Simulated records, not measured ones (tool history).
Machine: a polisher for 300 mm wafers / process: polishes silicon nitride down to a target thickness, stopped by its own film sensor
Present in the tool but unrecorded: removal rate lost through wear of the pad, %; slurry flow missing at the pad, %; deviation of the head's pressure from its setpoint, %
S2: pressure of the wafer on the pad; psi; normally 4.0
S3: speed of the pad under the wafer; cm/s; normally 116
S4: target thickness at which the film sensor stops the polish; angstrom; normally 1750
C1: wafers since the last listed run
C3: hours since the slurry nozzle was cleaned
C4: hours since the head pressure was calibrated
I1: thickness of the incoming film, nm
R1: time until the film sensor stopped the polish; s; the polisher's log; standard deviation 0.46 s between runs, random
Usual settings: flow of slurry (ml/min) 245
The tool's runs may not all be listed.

{"run": 1, "hour": 0.0, "flow of slurry (ml/min)": 245, "S2": 4.0, "S3": 116, "S4": 1750, "C1": 0, "wafers polished on this pad": 292, "C3": 521.8, "C4": 354.1, "I1": 301.2, "R1": 64.1}
{"run": 2, "hour": 15.4, "flow of slurry (ml/min)": 290, "S2": 4.0, "S3": 116, "S4": 1750, "C1": 205, "wafers polished on this pad": 498, "C3": 537.2, "C4": 369.5, "I1": 300.2, "R1": 61.9}
{"run": 3, "hour": 27.3, "flow of slurry (ml/min)": 290, "S2": 4.0, "S3": 116, "S4": 1750, "C1": 159, "wafers polished on this pad": 657, "C3": 549.1, "C4": 381.4, "I1": 303.1, "R1": 62.6}
{"run": 4, "hour": 39.0, "flow of slurry (ml/min)": 245, "S2": 3.3, "S3": 116, "S4": 1750, "C1": 156, "wafers polished on this pad": 813, "C3": 560.8, "C4": 393.1, "I1": 298.1, "R1": 76.9}
{"hour": 49.5, "done": "worn pad replaced by a new one"}
{"run": 5, "hour": 55.6, "flow of slurry (ml/min)": 245, "S2": 3.3, "S3": 116, "S4": 1750, "C1": 168, "wafers polished on this pad": 80, "C3": 577.4, "C4": 409.7, "I1": 295.8, "R1": 75.4}
{"run": 6, "hour": 69.4, "flow of slurry (ml/min)": 245, "S2": 3.3, "S3": 116, "S4": 1750, "C1": 184, "wafers polished on this pad": 265, "C3": 591.2, "C4": 423.5, "I1": 300.7, "R1": 78.7}
{"run": 7, "hour": 83.5, "flow of slurry (ml/min)": 245, "S2": 4.0, "S3": 116, "S4": 1750, "C1": 188, "wafers polished on this pad": 453, "C3": 605.3, "C4": 437.6, "I1": 299.4, "R1": 64.0}
{"run": 8, "hour": 92.5, "flow of slurry (ml/min)": 245, "S2": 4.0, "S3": 116, "S4": 1750, "C1": 120, "wafers polished on this pad": 574, "C3": 614.3, "C4": 446.6, "I1": 299.8, "R1": 64.5}
{"run": 9, "hour": 99.7, "flow of slurry (ml/min)": 245, "S2": 4.0, "S3": 116, "S4": 1750, "C1": 96, "wafers polished on this pad": 670, "C3": 621.5, "C4": 453.8, "I1": 296.7, "R1": 63.4}
{"hour": 120.5, "done": "worn pad replaced by a new one"}
{"run": 10, "hour": 121.0, "flow of slurry (ml/min)": 285, "S2": 4.0, "S3": 116, "S4": 1750, "C1": 231, "wafers polished on this pad": 7, "C3": 642.8, "C4": 475.1, "I1": 295.2, "R1": 59.6}
{"hour": 132.6, "done": "head pressure recalibrated"}
{"run": 11, "hour": 133.1, "flow of slurry (ml/min)": 245, "S2": 5.4, "S3": 116, "S4": 1750, "C1": 134, "wafers polished on this pad": 142, "C3": 654.9, "C4": 0.5, "I1": 301.0, "R1": 47.7}
{"run": 12, "hour": 142.7, "flow of slurry (ml/min)": 245, "S2": 4.0, "S3": 96, "S4": 1750, "C1": 128, "wafers polished on this pad": 270, "C3": 664.5, "C4": 10.1, "I1": 305.1, "R1": 77.6}
{"hour": 156.0, "done": "slurry nozzle cleaned"}
{"run": 13, "hour": 157.2, "flow of slurry (ml/min)": 210, "S2": 4.0, "S3": 116, "S4": 1750, "C1": 180, "wafers polished on this pad": 450, "C3": 1.2, "C4": 24.6, "I1": 296.9, "R1": 57.5}
{"run": 14, "hour": 164.5, "flow of slurry (ml/min)": 245, "S2": 4.0, "S3": 116, "S4": 1750, "C1": 97, "wafers polished on this pad": 548, "C3": 8.5, "C4": 31.9, "I1": 301.1, "R1": 59.4}
{"run": 15, "hour": 175.5, "flow of slurry (ml/min)": 245, "S2": 4.0, "S3": 94, "S4": 1930, "C1": 147, "wafers polished on this pad": 695, "C3": 19.5, "C4": 42.9, "I1": 300.7, "R1": 61.2}
{"run": 16, "hour": 184.9, "flow of slurry (ml/min)": 320, "S2": 4.0, "S3": 150, "S4": 1380, "C1": 125, "wafers polished on this pad": 820, "C3": 28.9, "C4": 52.3, "I1": 301.3, "R1": 62.7}
{"hour": 190.6, "done": "worn pad replaced by a new one"}
{"run": 17, "hour": 194.8, "flow of slurry (ml/min)": 245, "S2": 4.0, "S3": 116, "S4": 1750, "C1": 78, "wafers polished on this pad": 56, "C3": 38.8, "C4": 62.2, "I1": 300.9, "R1": 59.1}
{"run": 18, "hour": 210.5, "flow of slurry (ml/min)": 245, "S2": 4.0, "S3": 116, "S4": 1750, "C1": 209, "wafers polished on this pad": 266, "C3": 54.5, "C4": 77.9, "I1": 298.7, "R1": 58.2}
{"run": 19, "hour": 222.8, "flow of slurry (ml/min)": 320, "S2": 4.0, "S3": 116, "S4": 2130, "C1": 164, "wafers polished on this pad": 430, "C3": 66.8, "C4": 90.2, "I1": 300.4, "R1": 40.5}

5 ways to go on from here, each from the tool as it stands after run 19. What would each give?
{"run": "A", "hour": 223.2, "flow of slurry (ml/min)": 325, "S2": 4.0, "S3": 116, "S4": 1750, "C1": 5, "wafers polished on this pad": 435, "C3": 67.2, "C4": 90.6, "I1": 299.5, "R1": "?"}
{"run": "B", "hour": 223.2, "flow of slurry (ml/min)": 185, "S2": 5.4, "S3": 106, "S4": 1620, "C1": 5, "wafers polished on this pad": 435, "C3": 67.2, "C4": 90.6, "I1": 299.5, "R1": "?"}
{"run": "C", "hour": 223.2, "flow of slurry (ml/min)": 315, "S2": 4.0, "S3": 126, "S4": 1750, "C1": 5, "wafers polished on this pad": 435, "C3": 67.2, "C4": 90.6, "I1": 299.5, "R1": "?"}
{"run": "D", "hour": 223.2, "flow of slurry (ml/min)": 180, "S2": 5.2, "S3": 116, "S4": 1750, "C1": 5, "wafers polished on this pad": 435, "C3": 67.2, "C4": 90.6, "I1": 299.5, "R1": "?"}
{"run": "E", "hour": 223.2, "flow of slurry (ml/min)": 245, "S2": 2.7, "S3": 116, "S4": 1750, "C1": 5, "wafers polished on this pad": 435, "C3": 67.2, "C4": 90.6, "I1": 299.5, "R1": "?"}

run=A R1=58.0
run=B R1=55.4
run=C R1=54.5
run=D R1=48.7
run=E R1=89.0
The same runs, with their run-to-run variation unchanged, on a tool lacking any hidden condition would have given:
run=A R1=56.5
run=B R1=53.1
run=C R1=53.0
run=D R1=46.7
run=E R1=86.1

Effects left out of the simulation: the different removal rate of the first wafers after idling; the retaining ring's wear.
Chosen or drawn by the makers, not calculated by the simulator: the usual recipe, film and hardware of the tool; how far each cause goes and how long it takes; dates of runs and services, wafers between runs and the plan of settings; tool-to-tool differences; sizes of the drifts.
